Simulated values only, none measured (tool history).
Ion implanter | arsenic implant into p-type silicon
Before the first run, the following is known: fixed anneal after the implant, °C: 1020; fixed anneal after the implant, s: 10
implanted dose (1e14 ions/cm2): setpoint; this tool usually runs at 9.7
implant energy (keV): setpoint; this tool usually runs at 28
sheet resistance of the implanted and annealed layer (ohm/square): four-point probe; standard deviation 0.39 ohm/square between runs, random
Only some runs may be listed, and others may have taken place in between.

run    hour  implanted dose (1e14 ions/cm2)  implant energy (keV)  wafers since the last listed run  hours since the last dose calibration  hours since the extraction supply was calibrated  hours since the gauge calibration  read-back reference wafer on the same gauge, sheet resistance  sheet resistance of the implanted and annealed layer (ohm/square)
  1       0                             9.7                    28                                 0                                 1436.6                                            3601.2                             1026.2                                                         119.01                                                              140.9
  2      65                             9.7                    28                               992                                 1501.6                                            3666.2                             1091.2                                                         119.02                                                             140.72
  3    92.1                             9.7                    28                               413                                 1528.7                                            3693.3                             1118.3                                                         119.03                                                             140.95
  4   134.5                             9.7                    28                               647                                 1571.1                                            3735.7                             1160.7                                                         119.03                                                              141.3
  5   195.2                             9.7                    28                               926                                 1631.8                                            3796.4                             1221.4                                                         118.98                                                             140.76
  6   241.8                             9.7                    28                               711                                 1678.4                                              3843                               1268                                                          119.1                                                             141.32
  7   282.7                             9.7                    28                               624                                 1719.3                                            3883.9                             1308.9                                                            119                                                             140.84
  8     313                             9.7                    28                               462                                 1749.6                                            3914.2                             1339.2                                                         118.91                                                              141.3
  9   338.7                           11.33                    28                               392                                 1775.3                                            3939.9                             1364.9                                                            119                                                             129.45
 10     405                           11.33                    28                              1012                                 1841.6                                            4006.2                             1431.2                                                         118.98                                                             128.77
 11   437.2                             9.7                    35                               491                                 1873.8                                            4038.4                             1463.4                                                         118.98                                                             134.02
 12   476.3                             9.7                    35                               596                                 1912.9                                            4077.5                             1502.5                                                         119.01                                                             134.02
 13   547.4                             9.7                    28                              1085                                   1984                                            4148.6                             1573.6                                                         118.97                                                             142.22
 14   604.4                             9.7                    28                               870                                   2041                                            4205.6                             1630.6                                                         119.02                                                             141.18
 15     662                            8.61                    28                               879                                 2098.6                                            4263.2                             1688.2                                                         119.04                                                             152.65
 16   704.3                             9.7                  32.5                               645                                 2140.9                                            4305.5                             1730.5                                                         118.88                                                             136.51
 17   755.1                            7.65                  25.5                               775                                 2191.7                                            4356.3                             1781.3                                                         118.98                                                             168.69
      768.7  -- Faraday cup replaced and dose calibrated
 18   807.1                             9.7                    28                               671                                   38.4                                            4408.3                             1833.3                                                         118.94                                                             144.25
      840.6  -- extraction supply calibrated
 19   853.9                           11.33                    28                               592                                   85.2                                              13.3                             1880.1                                                         119.01                                                             132.12
      870.9  -- gauge calibrated
 20   916.1                           10.77                  25.5                               949                                  147.4                                              75.5                               45.2                                                         118.95                                                              139.2
 21   947.5                            7.59                  33.5                               479                                  178.8                                             106.9                               76.6                                                         119.07                                                             163.39
 22  1000.3                            7.78                    25                               806                                  231.6                                             159.7                              129.4                                                         119.03                                                             170.69
 23  1048.3                           11.59                  23.5                               732                                  279.6                                             207.7                              177.4                                                         118.96                                                             137.38
 24  1113.8                             9.7                    28                               999                                  345.1                                             273.2                              242.9                                                         119.05                                                             144.52
 25  1148.7                             9.7                    28                               532                                    380                                             308.1                              277.8                                                         118.94                                                             144.99
 26  1188.2                            8.49                    23                               602                                  419.5                                             347.6                              317.3                                                         118.94                                                             164.19
 27  1238.7                             9.7                    28                               770                                    470                                             398.1                              367.8                                                         118.99                                                             145.37
       1299  -- Faraday cup replaced and dose calibrated, repeated, since the last time left the tool worse
 28    1310                            7.15                  36.5                               966                                     11                                             469.4                              439.1                                                         118.99                                                             161.84
 29  1379.4                            8.43                    34                              1059                                   80.4                                             538.8                              508.5                                                         119.07                                                             146.32
 30  1425.7                            7.58                  31.5                               706                                  126.7                                             585.1                              554.8                                                         118.98                                                             159.28
 31  1456.5                           10.87                    31                               470                                  157.5                                             615.9                              585.6                                                         119.06                                                             127.76
 32  1509.8                             7.3                    28                               813                                  210.8                                             669.2                              638.9                                                         118.96                                                             168.26
 33  1655.1                            8.29                    19                              2218                                  356.1                                             814.5                              784.2                                                         119.06                                                              168.8
 34  1702.2                             9.7                    28                               719                                  403.2                                             861.6                              831.3                                                         119.05                                                             140.16
 35  1727.6                            7.59                  33.5                               387                                  428.6                                               887                              856.7                                                         119.03                                                             157.45
 36  1770.1                            7.19                    33                               648                                  471.1                                             929.5                              899.2                                                            119                                                             164.64
 37  1796.6                           12.16                    32                               404                                  497.6                                               956                              925.7                                                         119.08                                                             119.05
 38  1835.1                             9.7                    28                               587                                  536.1                                             994.5                              964.2                                                         118.97                                                             138.96

For each run, what was the tool's unlogged condition?
deviation of the true energy from its setpoint, %: 0 across all the runs
gauge reads high (%): 0 across all the runs
H1: deviation of the true dose from the Faraday cup's reading, %
run       H1
  1       -2
  2     -2.1
  3    -2.15
  4    -2.22
  5    -2.31
  6    -2.39
  7    -2.46
  8     -2.5
  9    -2.55
 10    -2.65
 11     -2.7
 12    -2.77
 13    -2.88
 14    -2.97
 15    -3.07
 16    -3.13
 17    -3.22
 18    -5.72
 19    -5.79
 20    -5.89
 21    -5.94
 22    -6.03
 23    -6.11
 24    -6.21
 25    -6.27
 26    -6.33
 27    -6.41
 28  -0.0505
 29   -0.162
 30   -0.237
 31   -0.286
 32   -0.372
 33   -0.606
 34   -0.682
 35   -0.723
 36   -0.791
 37   -0.834
 38   -0.896
